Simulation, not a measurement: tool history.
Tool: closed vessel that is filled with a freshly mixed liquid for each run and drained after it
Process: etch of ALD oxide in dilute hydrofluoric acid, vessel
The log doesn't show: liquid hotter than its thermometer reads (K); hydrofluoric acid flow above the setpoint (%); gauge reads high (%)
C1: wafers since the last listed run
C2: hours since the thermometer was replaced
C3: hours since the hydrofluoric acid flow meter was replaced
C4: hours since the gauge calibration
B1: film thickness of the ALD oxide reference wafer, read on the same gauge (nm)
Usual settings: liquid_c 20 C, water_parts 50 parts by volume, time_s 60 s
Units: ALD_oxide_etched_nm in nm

Run 1, hour 0: usual settings but liquid_c 21.5 C, time_s 85 s; C1 0; C2 1468.6; C3 457.9; C4 453; B1 120.01. Result: ALD_oxide_etched_nm 57.24 nm.
Run 2, hour 24.4: usual settings but liquid_c 21.5 C, time_s 85 s; C1 3089; C2 1493; C3 482.3; C4 477.4; B1 119.96. Result: ALD_oxide_etched_nm 55.77 nm.
Run 3, hour 83.7: usual settings; C1 7509; C2 1552.3; C3 541.6; C4 536.7; B1 119.98. Result: ALD_oxide_etched_nm 37.31 nm.
Run 4, hour 109.4: usual settings; C1 3254; C2 1578; C3 567.3; C4 562.4; B1 119.97. Result: ALD_oxide_etched_nm 37.08 nm.
Run 5, hour 284: usual settings; C1 22110; C2 1752.6; C3 741.9; C4 737; B1 119.99. Result: ALD_oxide_etched_nm 37.53 nm.
Run 6, hour 332.6: usual settings but time_s 50 s; C1 6154; C2 1801.2; C3 790.5; C4 785.6; B1 120.01. Result: ALD_oxide_etched_nm 32.04 nm.
Run 7, hour 365.1: usual settings but time_s 50 s; C1 4115; C2 1833.7; C3 823; C4 818.1; B1 120.03. Result: ALD_oxide_etched_nm 31.45 nm.
Run 8, hour 413.6: usual settings but time_s 85 s; C1 6141; C2 1882.2; C3 871.5; C4 866.6; B1 120.03. Result: ALD_oxide_etched_nm 53.68 nm.
Run 9, hour 470.3: usual settings but time_s 85 s; C1 7180; C2 1938.9; C3 928.2; C4 923.3; B1 120.01. Result: ALD_oxide_etched_nm 54.19 nm.
Run 10, hour 542.2: usual settings but time_s 85 s; C1 9105; C2 2010.8; C3 1000.1; C4 995.2; B1 120. Result: ALD_oxide_etched_nm 53.96 nm.
Run 11, hour 602.2: usual settings; C1 7598; C2 2070.8; C3 1060.1; C4 1055.2; B1 120.06. Result: ALD_oxide_etched_nm 37.87 nm.
Run 12, hour 673.8: usual settings; C1 9067; C2 2142.4; C3 1131.7; C4 1126.8; B1 119.97. Result: ALD_oxide_etched_nm 38.23 nm.
Run 13, hour 721.4: usual settings; C1 6027; C2 2190; C3 1179.3; C4 1174.4; B1 119.96. Result: ALD_oxide_etched_nm 38.32 nm.
Run 14, hour 775.2: usual settings but liquid_c 21.5 C; C1 6813; C2 2243.8; C3 1233.1; C4 1228.2; B1 120.01. Result: ALD_oxide_etched_nm 40.76 nm.
Run 15, hour 827.1: usual settings but liquid_c 21.5 C; C1 6572; C2 2295.7; C3 1285; C4 1280.1; B1 119.97. Result: ALD_oxide_etched_nm 40.39 nm.
Run 16, hour 884.6: usual settings but liquid_c 21.5 C; C1 7281; C2 2353.2; C3 1342.5; C4 1337.6; B1 120.01. Result: ALD_oxide_etched_nm 40.54 nm.
At hour 912: thermometer replaced.
Run 17, hour 920.5: usual settings but liquid_c 23.5 C, water_parts 70 parts by volume; C1 4419; C2 8.5; C3 1378.4; C4 1373.5; B1 120.01. Result: ALD_oxide_etched_nm 31.13 nm.
Run 18, hour 969.8: usual settings but liquid_c 18.5 C; C1 6243; C2 57.8; C3 1427.7; C4 1422.8; B1 119.96. Result: ALD_oxide_etched_nm 36.66 nm.
Run 19, hour 1015.3: usual settings but water_parts 70 parts by volume; C1 5761; C2 103.3; C3 1473.2; C4 1468.3; B1 120.01. Result: ALD_oxide_etched_nm 27.05 nm.
At hour 1029.4: hydrofluoric acid flow meter replaced.
At hour 1048.7: gauge calibrated.
Run 20, hour 1097.8: usual settings; C1 10320; C2 185.8; C3 68.4; C4 49.1; B1 119.99. Result: ALD_oxide_etched_nm 36.71 nm.
Run 21, hour 1150.4: usual settings; C1 6661; C2 238.4; C3 121; C4 101.7; B1 120.01. Result: ALD_oxide_etched_nm 36.31 nm.
Run 22, hour 1175.7: usual settings but liquid_c 22.5 C, water_parts 60 parts by volume, time_s 35 s; C1 3203; C2 263.7; C3 146.3; C4 127; B1 120. Result: ALD_oxide_etched_nm 19.54 nm.
Run 23, hour 1221.3: usual settings; C1 5774; C2 309.3; C3 191.9; C4 172.6; B1 120.01. Result: ALD_oxide_etched_nm 37.3 nm.
Run 24, hour 1271.7: usual settings but liquid_c 24 C, water_parts 65 parts by volume; C1 6382; C2 359.7; C3 242.3; C4 223; B1 119.99. Result: ALD_oxide_etched_nm 32.66 nm.
Run 25, hour 1339.7: usual settings but water_parts 65 parts by volume; C1 8611; C2 427.7; C3 310.3; C4 291; B1 120.03. Result: ALD_oxide_etched_nm 28.15 nm.
Run 26, hour 1370.7: usual settings but liquid_c 17 C, water_parts 55 parts by volume, time_s 50 s; C1 3925; C2 458.7; C3 341.3; C4 322; B1 120. Result: ALD_oxide_etched_nm 24.19 nm.
Run 27, hour 1417.5: usual settings but time_s 45 s; C1 5926; C2 505.5; C3 388.1; C4 368.8; B1 119.99. Result: ALD_oxide_etched_nm 27.02 nm.
Run 28, hour 1481.7: usual settings but liquid_c 17 C, time_s 85 s; C1 8130; C2 569.7; C3 452.3; C4 433; B1 119.97. Result: ALD_oxide_etched_nm 46.4 nm.
Run 29, hour 1550.8: usual settings but liquid_c 21.5 C, water_parts 30 parts by volume, time_s 30 s; C1 8750; C2 638.8; C3 521.4; C4 502.1; B1 119.98. Result: ALD_oxide_etched_nm 34.06 nm.
Run 30, hour 1597.4: usual settings but water_parts 30 parts by volume; C1 5901; C2 685.4; C3 568; C4 548.7; B1 119.98. Result: ALD_oxide_etched_nm 63.7 nm.
Run 31, hour 1653.5: usual settings but liquid_c 23 C, water_parts 40 parts by volume, time_s 75 s; C1 7104; C2 741.5; C3 624.1; C4 604.8; B1 120.03. Result: ALD_oxide_etched_nm 68.25 nm.
Run 32, hour 1733.2: usual settings but liquid_c 21.5 C, time_s 85 s; C1 10092; C2 821.2; C3 703.8; C4 684.5; B1 120.03. Result: ALD_oxide_etched_nm 55.86 nm.
Run 33, hour 1765.5: usual settings but time_s 50 s; C1 4090; C2 853.5; C3 736.1; C4 716.8; B1 120.01. Result: ALD_oxide_etched_nm 31.34 nm.
Run 34, hour 1828.2: usual settings but liquid_c 18 C, water_parts 60 parts by volume, time_s 75 s; C1 7940; C2 916.2; C3 798.8; C4 779.5; B1 120.02. Result: ALD_oxide_etched_nm 35.24 nm.

Some steps in ALD_oxide_etched_nm between neighbouring runs. How much of each would the tool show without its hidden state too (settings, what came in, random variation), and how much is left for the hidden state, with any gauge scatter that isn't in both results?
Run 7 -> 8: time_s 50 -> 85. ALD_oxide_etched_nm +22.23 nm: hidden state +1.19, all else +21.04.
Run 19 -> 20: water_parts 70 -> 50, hydrofluoric acid flow meter replaced, gauge calibrated. ALD_oxide_etched_nm +9.66 nm: hidden state -1.85, all else +11.51.
Run 29 -> 30: liquid_c 21.5 -> 20, time_s 30 -> 60. ALD_oxide_etched_nm +29.64 nm: hidden state +1.02, all else +28.62.
Run 32 -> 33: liquid_c 21.5 -> 20, time_s 85 -> 50. ALD_oxide_etched_nm -24.52 nm: hidden state -0.92, all else -23.6.
